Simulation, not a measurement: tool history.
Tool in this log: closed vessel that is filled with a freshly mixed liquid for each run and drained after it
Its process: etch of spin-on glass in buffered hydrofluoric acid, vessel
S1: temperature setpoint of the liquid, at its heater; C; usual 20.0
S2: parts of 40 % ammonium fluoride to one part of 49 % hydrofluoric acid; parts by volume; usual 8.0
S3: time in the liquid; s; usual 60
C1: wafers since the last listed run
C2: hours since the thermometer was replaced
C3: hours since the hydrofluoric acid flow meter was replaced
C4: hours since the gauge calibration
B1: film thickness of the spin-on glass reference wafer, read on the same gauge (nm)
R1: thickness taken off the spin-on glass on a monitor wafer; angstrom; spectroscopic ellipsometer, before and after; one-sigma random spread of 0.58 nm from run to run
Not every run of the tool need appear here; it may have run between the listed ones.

run 1 hour=0.0 | S1=20.0 S2=8.0 S3=60 | C1=0 C2=2781.9 C3=2294.5 C4=130.4 | B1=30.00 | R1=3381.6
run 2 hour=12.8 | S1=17.5 S2=9.0 S3=60 | C1=1250 C2=2794.7 C3=2307.3 C4=143.2 | B1=30.00 | R1=2589.3
run 3 hour=21.4 | S1=17.5 S2=9.0 S3=60 | C1=839 C2=2803.3 C3=2315.9 C4=151.8 | B1=29.99 | R1=2591.8
run 4 hour=30.9 | S1=17.5 S2=9.0 S3=60 | C1=927 C2=2812.8 C3=2325.4 C4=161.3 | B1=29.99 | R1=2593.1
run 5 hour=38.4 | S1=20.0 S2=8.0 S3=80 | C1=732 C2=2820.3 C3=2332.9 C4=168.8 | B1=29.99 | R1=4504.8
run 6 hour=55.3 | S1=20.0 S2=8.0 S3=80 | C1=1650 C2=2837.2 C3=2349.8 C4=185.7 | B1=30.02 | R1=4511.7
-- hour=66.4 thermometer replaced
run 7 hour=66.9 | S1=20.0 S2=8.0 S3=80 | C1=1035 C2=0.5 C3=2361.4 C4=197.3 | B1=29.98 | R1=3906.6
-- hour=69.3 gauge calibrated
run 8 hour=82.1 | S1=17.0 S2=6.5 S3=40 | C1=1484 C2=15.7 C3=2376.6 C4=12.8 | B1=29.99 | R1=2032.3
run 9 hour=94.1 | S1=24.5 S2=8.0 S3=60 | C1=1172 C2=27.7 C3=2388.6 C4=24.8 | B1=29.99 | R1=3770.3
-- hour=96.3 hydrofluoric acid flow meter replaced
run 10 hour=106.8 | S1=17.0 S2=10.5 S3=90 | C1=1142 C2=40.4 C3=10.5 C4=37.5 | B1=30.02 | R1=2915.3
run 11 hour=116.5 | S1=17.0 S2=5.5 S3=60 | C1=947 C2=50.1 C3=20.2 C4=47.2 | B1=30.01 | R1=3543.2
run 12 hour=124.1 | S1=23.5 S2=8.0 S3=85 | C1=742 C2=57.7 C3=27.8 C4=54.8 | B1=29.99 | R1=5042.4
run 13 hour=138.4 | S1=17.5 S2=9.5 S3=45 | C1=1396 C2=72.0 C3=42.1 C4=69.1 | B1=30.02 | R1=1628.7
run 14 hour=146.5 | S1=20.0 S2=8.0 S3=60 | C1=791 C2=80.1 C3=50.2 C4=77.2 | B1=30.02 | R1=2935.1
run 15 hour=160.8 | S1=20.0 S2=8.0 S3=80 | C1=1396 C2=94.4 C3=64.5 C4=91.5 | B1=30.03 | R1=3935.2

3 ways to go on from here, each from the tool as it stands after run 15. What would each give?
run A hour=161.5 | S1=18.0 S2=8.0 S3=60 | C1=68 C2=95.1 C3=65.2 C4=92.2 | B1=? | R1=?
run B hour=161.5 | S1=20.0 S2=9.5 S3=85 | C1=68 C2=95.1 C3=65.2 C4=92.2 | B1=? | R1=?
run C hour=161.5 | S1=20.0 S2=6.5 S3=45 | C1=68 C2=95.1 C3=65.2 C4=92.2 | B1=? | R1=?

run=A B1=30.01 R1=2625.1
run=B B1=30.01 R1=3539.5
run=C B1=30.01 R1=2714.3
Had the tool no hidden state, the same runs would have come out as:
run=A R1=2576.5
run=B R1=3474.8
run=C R1=2664.8
